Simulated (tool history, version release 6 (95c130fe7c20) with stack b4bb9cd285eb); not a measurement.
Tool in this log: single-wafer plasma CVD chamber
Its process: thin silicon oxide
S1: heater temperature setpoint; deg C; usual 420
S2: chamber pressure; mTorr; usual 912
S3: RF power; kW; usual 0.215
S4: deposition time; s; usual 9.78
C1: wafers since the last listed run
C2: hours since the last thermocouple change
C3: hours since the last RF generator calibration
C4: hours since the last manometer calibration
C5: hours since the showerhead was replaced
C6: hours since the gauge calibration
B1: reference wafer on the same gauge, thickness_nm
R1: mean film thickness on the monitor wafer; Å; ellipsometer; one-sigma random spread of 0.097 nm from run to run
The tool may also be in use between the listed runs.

run 1 day=0.000 | S1=420 S2=743 S3=0.215 S4=9.78 | C1=0 C2=1384.8 C3=555.7 C4=708.5 C5=4383.8 C6=2010.1 | B1=18.902 | R1=137.09
run 2 day=3.662 | S1=420 S2=912 S3=0.215 S4=9.78 | C1=3327 C2=1472.7 C3=643.6 C4=796.4 C5=4471.7 C6=2098.0 | B1=18.890 | R1=170.14
run 3 day=7.533 | S1=420 S2=775 S3=0.245 S4=9.78 | C1=3516 C2=1565.6 C3=736.5 C4=889.3 C5=4564.6 C6=2190.9 | B1=18.923 | R1=153.37
run 4 day=9.862 | S1=420 S2=775 S3=0.245 S4=9.78 | C1=2116 C2=1621.5 C3=792.4 C4=945.2 C5=4620.5 C6=2246.8 | B1=18.917 | R1=153.92
run 5 day=13.492 | S1=420 S2=912 S3=0.215 S4=9.78 | C1=3297 C2=1708.6 C3=879.5 C4=1032.3 C5=4707.6 C6=2333.9 | B1=18.871 | R1=169.17
run 6 day=16.108 | S1=420 S2=912 S3=0.215 S4=9.78 | C1=2377 C2=1771.4 C3=942.3 C4=1095.1 C5=4770.4 C6=2396.7 | B1=18.906 | R1=170.46
-- day=17.029 capacitance manometer re-zeroed and calibrated
run 7 day=20.696 | S1=415 S2=1047 S3=0.185 S4=9.78 | C1=3865 C2=1881.5 C3=1052.4 C4=88.0 C5=4880.5 C6=2506.8 | B1=18.887 | R1=177.58
run 8 day=23.783 | S1=410 S2=912 S3=0.260 S4=10.40 | C1=2805 C2=1955.6 C3=1126.5 C4=162.1 C5=4954.6 C6=2580.9 | B1=18.903 | R1=197.06
run 9 day=26.038 | S1=428 S2=912 S3=0.215 S4=8.22 | C1=2047 C2=2009.7 C3=1180.6 C4=216.2 C5=5008.7 C6=2635.0 | B1=18.887 | R1=142.77
run 10 day=28.412 | S1=420 S2=1048 S3=0.255 S4=9.78 | C1=2157 C2=2066.7 C3=1237.6 C4=273.2 C5=5065.7 C6=2692.0 | B1=18.910 | R1=205.87
run 11 day=32.708 | S1=428 S2=993 S3=0.215 S4=9.08 | C1=3902 C2=2169.8 C3=1340.7 C4=376.3 C5=5168.8 C6=2795.1 | B1=18.878 | R1=169.88
run 12 day=35.833 | S1=408 S2=912 S3=0.185 S4=9.78 | C1=2839 C2=2244.8 C3=1415.7 C4=451.3 C5=5243.8 C6=2870.1 | B1=18.898 | R1=158.89
run 13 day=40.150 | S1=420 S2=912 S3=0.255 S4=9.78 | C1=3921 C2=2348.4 C3=1519.3 C4=554.9 C5=5347.4 C6=2973.7 | B1=18.885 | R1=184.11
-- day=48.142 showerhead replaced
-- day=49.800 thermocouple changed; heater temperature recalibrated
run 14 day=53.292 | S1=416 S2=988 S3=0.190 S4=9.78 | C1=11333 C2=83.8 C3=1834.7 C4=870.3 C5=123.6 C6=3289.1 | B1=18.925 | R1=172.23
run 15 day=56.412 | S1=420 S2=912 S3=0.185 S4=9.78 | C1=2835 C2=158.7 C3=1909.6 C4=945.2 C5=198.5 C6=3364.0 | B1=18.874 | R1=157.51
run 16 day=59.721 | S1=407 S2=912 S3=0.215 S4=8.62 | C1=3005 C2=238.1 C3=1989.0 C4=1024.6 C5=277.9 C6=3443.4 | B1=18.903 | R1=150.92
-- day=60.804 RF generator calibrated
run 17 day=62.488 | S1=406 S2=912 S3=0.190 S4=9.78 | C1=2210 C2=304.5 C3=40.4 C4=1091.0 C5=344.3 C6=3509.8 | B1=18.900 | R1=163.40
-- day=63.508 gauge calibrated
run 18 day=64.696 | S1=420 S2=834 S3=0.215 S4=9.78 | C1=2006 C2=357.5 C3=93.4 C4=1144.0 C5=397.3 C6=28.5 | B1=18.891 | R1=156.50
-- day=65.750 capacitance manometer re-zeroed and calibrated
run 19 day=68.525 | S1=420 S2=912 S3=0.215 S4=9.78 | C1=3176 C2=449.4 C3=185.3 C4=66.6 C5=489.2 C6=120.4 | B1=18.897 | R1=170.91
run 20 day=70.979 | S1=420 S2=912 S3=0.215 S4=9.78 | C1=2229 C2=508.3 C3=244.2 C4=125.5 C5=548.1 C6=179.3 | B1=18.915 | R1=169.33
run 21 day=75.075 | S1=414 S2=854 S3=0.245 S4=9.78 | C1=3721 C2=606.6 C3=342.5 C4=223.8 C5=646.4 C6=277.6 | B1=18.902 | R1=169.84
run 22 day=76.638 | S1=420 S2=1106 S3=0.180 S4=8.66 | C1=1419 C2=644.1 C3=380.0 C4=261.3 C5=683.9 C6=315.1 | B1=18.926 | R1=162.54
run 23 day=79.183 | S1=427 S2=1105 S3=0.185 S4=11.67 | C1=2312 C2=705.2 C3=441.1 C4=322.4 C5=745.0 C6=376.2 | B1=18.887 | R1=219.13
run 24 day=83.050 | S1=420 S2=912 S3=0.215 S4=9.78 | C1=3512 C2=798.0 C3=533.9 C4=415.2 C5=837.8 C6=469.0 | B1=18.898 | R1=172.32
run 25 day=86.021 | S1=420 S2=912 S3=0.215 S4=9.78 | C1=2699 C2=869.3 C3=605.2 C4=486.5 C5=909.1 C6=540.3 | B1=18.908 | R1=170.33
run 26 day=90.171 | S1=420 S2=1106 S3=0.180 S4=8.66 | C1=3770 C2=968.9 C3=704.8 C4=586.1 C5=1008.7 C6=639.9 | B1=18.910 | R1=161.11
run 27 day=93.817 | S1=420 S2=912 S3=0.215 S4=9.78 | C1=3312 C2=1056.4 C3=792.3 C4=673.6 C5=1096.2 C6=727.4 | B1=18.941 | R1=170.82
run 28 day=96.267 | S1=420 S2=912 S3=0.205 S4=9.78 | C1=2225 C2=1115.2 C3=851.1 C4=732.4 C5=1155.0 C6=786.2 | B1=18.876 | R1=166.14

Here are 4 independent what-if runs from the current tool condition. What would each one return?
run A day=96.283 | S1=420 S2=912 S3=0.250 S4=9.78 | C1=15 C2=1115.6 C3=851.5 C4=732.8 C5=1155.4 C6=786.6 | B1=? | R1=?
run B day=96.283 | S1=429 S2=1012 S3=0.230 S4=10.29 | C1=15 C2=1115.6 C3=851.5 C4=732.8 C5=1155.4 C6=786.6 | B1=? | R1=?
run C day=96.283 | S1=420 S2=719 S3=0.170 S4=9.78 | C1=15 C2=1115.6 C3=851.5 C4=732.8 C5=1155.4 C6=786.6 | B1=? | R1=?
run D day=96.283 | S1=427 S2=1038 S3=0.260 S4=10.62 | C1=15 C2=1115.6 C3=851.5 C4=732.8 C5=1155.4 C6=786.6 | B1=? | R1=?

run=A B1=18.919 R1=182.40
run=B B1=18.919 R1=200.88
run=C B1=18.919 R1=115.89
run=D B1=18.919 R1=224.00
Stripped of hidden state, with their random variation kept, the same runs would have yielded:
run=A R1=182.40
run=B R1=200.88
run=C R1=115.89
run=D R1=224.00
